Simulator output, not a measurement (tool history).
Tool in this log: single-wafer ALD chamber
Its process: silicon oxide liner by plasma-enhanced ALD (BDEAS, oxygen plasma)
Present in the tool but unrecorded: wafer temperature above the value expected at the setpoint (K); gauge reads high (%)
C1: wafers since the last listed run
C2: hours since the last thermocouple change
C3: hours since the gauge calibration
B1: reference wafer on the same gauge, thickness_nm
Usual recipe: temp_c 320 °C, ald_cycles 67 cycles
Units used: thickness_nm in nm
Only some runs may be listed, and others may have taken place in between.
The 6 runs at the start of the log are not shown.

{"run": 7, "hour": 415.4, "temp_c": 325, "ald_cycles": 67, "C1": 345, "C2": 748, "C3": 1259.3, "B1": 4.87, "thickness_nm": 5.761}
{"run": 8, "hour": 501.8, "temp_c": 320, "ald_cycles": 73, "C1": 435, "C2": 834.4, "C3": 1345.7, "B1": 4.868, "thickness_nm": 6.349}
{"run": 9, "hour": 589.9, "temp_c": 320, "ald_cycles": 73, "C1": 444, "C2": 922.5, "C3": 1433.8, "B1": 4.868, "thickness_nm": 6.331}
{"run": 10, "hour": 694.4, "temp_c": 320, "ald_cycles": 73, "C1": 526, "C2": 1027, "C3": 1538.3, "B1": 4.873, "thickness_nm": 6.335}
{"run": 11, "hour": 750.1, "temp_c": 314, "ald_cycles": 74, "C1": 280, "C2": 1082.7, "C3": 1594, "B1": 4.869, "thickness_nm": 6.431}
{"run": 12, "hour": 837.6, "temp_c": 314, "ald_cycles": 74, "C1": 440, "C2": 1170.2, "C3": 1681.5, "B1": 4.873, "thickness_nm": 6.485}
{"hour": 913.8, "done": "thermocouple changed; heater temperature recalibrated"}
{"run": 13, "hour": 1060.1, "temp_c": 323, "ald_cycles": 67, "C1": 1081, "C2": 146.3, "C3": 1904, "B1": 4.869, "thickness_nm": 5.819}
{"run": 14, "hour": 1161.1, "temp_c": 323, "ald_cycles": 67, "C1": 509, "C2": 247.3, "C3": 2005, "B1": 4.873, "thickness_nm": 5.801}
{"run": 15, "hour": 1209.8, "temp_c": 323, "ald_cycles": 67, "C1": 245, "C2": 296, "C3": 2053.7, "B1": 4.866, "thickness_nm": 5.812}
{"run": 16, "hour": 1292.0, "temp_c": 323, "ald_cycles": 67, "C1": 414, "C2": 378.2, "C3": 2135.9, "B1": 4.867, "thickness_nm": 5.787}
{"hour": 1345.3, "done": "gauge calibrated"}
{"run": 17, "hour": 1360.6, "temp_c": 310, "ald_cycles": 61, "C1": 345, "C2": 446.8, "C3": 15.3, "B1": 4.864, "thickness_nm": 5.403}
{"run": 18, "hour": 1460.9, "temp_c": 320, "ald_cycles": 67, "C1": 505, "C2": 547.1, "C3": 115.6, "B1": 4.87, "thickness_nm": 5.849}

Run 19 has not been measured yet. What should we expect?
{"run": 19, "hour": 1540.5, "temp_c": 331, "ald_cycles": 60, "C1": 401, "C2": 626.7, "C3": 195.2, "B1": "?", "thickness_nm": "?"}

{"run 19": {"B1": 4.87, "thickness_nm": 5.12}}
Had the tool carried no hidden state, the very same run would have given thickness_nm 5.148 nm.

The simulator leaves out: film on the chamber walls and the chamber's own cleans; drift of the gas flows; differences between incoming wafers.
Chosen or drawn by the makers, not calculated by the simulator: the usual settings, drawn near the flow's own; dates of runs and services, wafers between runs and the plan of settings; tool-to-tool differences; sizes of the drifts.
